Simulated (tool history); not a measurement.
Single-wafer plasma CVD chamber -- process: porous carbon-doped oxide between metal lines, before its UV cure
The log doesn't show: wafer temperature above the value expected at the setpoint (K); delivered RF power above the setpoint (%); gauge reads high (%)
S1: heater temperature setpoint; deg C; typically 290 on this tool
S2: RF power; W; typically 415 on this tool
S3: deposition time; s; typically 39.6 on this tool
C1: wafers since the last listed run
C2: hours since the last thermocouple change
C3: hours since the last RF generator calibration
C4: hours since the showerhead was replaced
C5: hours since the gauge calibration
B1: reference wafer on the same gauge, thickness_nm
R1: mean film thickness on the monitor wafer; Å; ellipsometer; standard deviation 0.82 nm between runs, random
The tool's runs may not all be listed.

run	day	S1	S2	S3	C1	C2	C3	C4	C5	B1	R1
1	0.000	290	415	44.3	0	1211.5	1831.2	3423.7	673.9	161.986	2002.83
2	1.225	290	415	44.3	303	1240.9	1860.6	3453.1	703.3	161.958	2005.21
3	2.738	286	415	39.6	375	1277.2	1896.9	3489.4	739.6	161.977	1833.27
# day 6.750: gauge calibrated
4	9.512	286	415	39.6	1680	1439.8	2059.5	3652.0	66.3	162.198	1831.92
5	10.742	298	415	39.6	304	1469.3	2089.0	3681.5	95.8	161.797	1717.74
6	11.871	298	415	39.6	280	1496.4	2116.1	3708.6	122.9	161.858	1721.56
7	13.496	290	450	43.9	403	1535.4	2155.1	3747.6	161.9	162.137	2091.87
8	16.054	290	415	39.6	634	1596.8	2216.5	3809.0	223.3	162.177	1781.22
9	18.396	290	415	39.6	580	1653.0	2272.7	3865.2	279.5	162.024	1796.01
10	20.154	290	415	39.6	436	1695.2	2314.9	3907.4	321.7	161.949	1796.34
11	21.671	290	415	39.6	376	1731.6	2351.3	3943.8	358.1	161.861	1802.90
12	23.650	290	415	39.6	490	1779.1	2398.8	3991.3	405.6	162.099	1796.31
13	26.546	290	415	39.6	718	1848.6	2468.3	4060.8	475.1	162.084	1801.07
14	29.288	277	490	34.0	679	1914.4	2534.1	4126.6	540.9	161.973	1856.81
15	31.542	290	415	39.6	559	1968.5	2588.2	4180.7	595.0	161.925	1795.65
# day 36.008: thermocouple changed; heater temperature recalibrated
16	38.404	290	415	47.4	1619	57.5	2752.9	4345.4	759.7	161.921	2133.51
# day 39.779: RF generator calibrated
17	41.217	276	415	37.0	614	125.0	34.5	4412.9	827.2	161.972	1750.19
18	43.492	277	415	39.6	564	179.6	89.1	4467.5	881.8	161.905	1861.99
# day 45.533: gauge calibrated
19	45.946	290	415	39.6	608	238.5	148.0	4526.4	9.9	161.936	1728.77
# day 47.875: RF generator calibrated, repeated, since the last time left the tool worse
# day 49.825: showerhead replaced
20	50.279	290	380	37.5	909	342.5	57.7	10.9	113.9	162.286	1657.03
21	51.346	290	355	43.1	264	368.1	83.3	36.5	139.5	161.871	1808.10
22	52.975	290	490	39.6	404	407.2	122.4	75.6	178.6	161.925	2061.34
23	55.746	290	415	43.5	687	473.7	188.9	142.1	245.1	161.865	2012.38
24	59.296	290	355	43.1	880	558.9	274.1	227.3	330.3	161.893	1794.37
25	60.996	298	455	45.6	421	599.7	314.9	268.1	371.1	162.272	2161.46
26	63.262	286	440	37.0	562	654.1	369.3	322.5	425.5	162.139	1811.04

Measured result minus the same run's result without the hidden state. Both carry the same run-to-run variation, though not necessarily the same gauge scatter:
run	R1
1	-62.50
2	-62.85
3	-57.76
4	-58.90
5	-55.42
6	-55.70
7	-67.95
8	-58.21
9	-58.99
10	-59.21
11	-59.60
12	-59.60
13	-60.06
14	-53.94
15	-60.33
16	-72.32
17	-117.79
18	-129.51
19	-124.18
20	-6.26
21	-8.64
22	-10.59
23	-16.07
24	-19.37
25	-24.91
26	-23.38
